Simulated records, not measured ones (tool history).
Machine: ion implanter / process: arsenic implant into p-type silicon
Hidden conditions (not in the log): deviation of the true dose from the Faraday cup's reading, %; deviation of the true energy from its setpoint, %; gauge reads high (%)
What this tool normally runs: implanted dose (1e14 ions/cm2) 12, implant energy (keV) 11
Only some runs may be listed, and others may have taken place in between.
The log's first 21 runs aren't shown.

run,day,implanted dose (1e14 ions/cm2),implant energy (keV),wafers since the last listed run,hours since the last dose calibration,hours since the extraction supply was calibrated,hours since the gauge calibration,"read-back reference wafer on the same gauge, sheet resistance",sheet resistance of the implanted and annealed layer (ohm/square)
22,44.125,12,11,704,1244.9,4947.8,1132.2,170.87,152.66
23,45.492,12,11,740,1277.7,4980.6,1165,171.21,152.18
24,46.675,10.52,14.5,641,1306.1,5009,1193.4,170.77,149.34
25,47.954,12,11,693,1336.8,5039.7,1224.1,171.24,152.43
26,50.954,12,13,1626,1408.8,5111.7,1296.1,171.08,144.6
27,52.442,13.41,13,806,1444.5,5147.4,1331.8,170.85,141.98
# day 53.158: gauge calibrated
28,54.758,12,11,1255,1500.1,5203,38.4,170.95,152.57
# day 55.45: Faraday cup replaced and dose calibrated
# day 56.633: extraction supply calibrated
29,56.654,12,10,666,28.9,0.5,83.9,170.89,154.44
30,58.567,12,9,1036,74.8,46.4,129.8,170.99,157.86
31,61.538,14.77,8.5,1610,146.1,117.7,201.1,170.79,151.78
32,63.5,9.91,13.5,1063,193.2,164.8,248.2,171.07,155.78
33,65.104,10.81,14.5,869,231.7,203.3,286.7,171.19,146.28
34,71.162,14.88,14.5,3284,377.1,348.7,432.1,170.92,134.77
35,73.671,12,11,1359,437.3,408.9,492.3,171,152.32
36,76.342,13.13,12.5,1447,501.4,473,556.4,171.05,143.49
37,78.112,9.34,14,960,543.9,515.5,598.9,171.02,157.17

Alternative continuations, all from the tool just after run 37; predict every row:
A,78.129,14.4,11,9,544.3,515.9,599.3,?,?
B,78.129,14.64,13.5,9,544.3,515.9,599.3,?,?
C,78.129,12,12.5,9,544.3,515.9,599.3,?,?
D,78.129,10.35,14.5,9,544.3,515.9,599.3,?,?

run,"read-back reference wafer on the same gauge, sheet resistance",sheet resistance of the implanted and annealed layer (ohm/square)
A,170.95,144.35
B,170.95,136.64
C,170.95,146.92
D,170.95,149.1
With the hidden condition removed and each run's random variation left untouched, the same runs would have given:
run,sheet resistance of the implanted and annealed layer (ohm/square)
A,144.35
B,136.64
C,146.92
D,149.1

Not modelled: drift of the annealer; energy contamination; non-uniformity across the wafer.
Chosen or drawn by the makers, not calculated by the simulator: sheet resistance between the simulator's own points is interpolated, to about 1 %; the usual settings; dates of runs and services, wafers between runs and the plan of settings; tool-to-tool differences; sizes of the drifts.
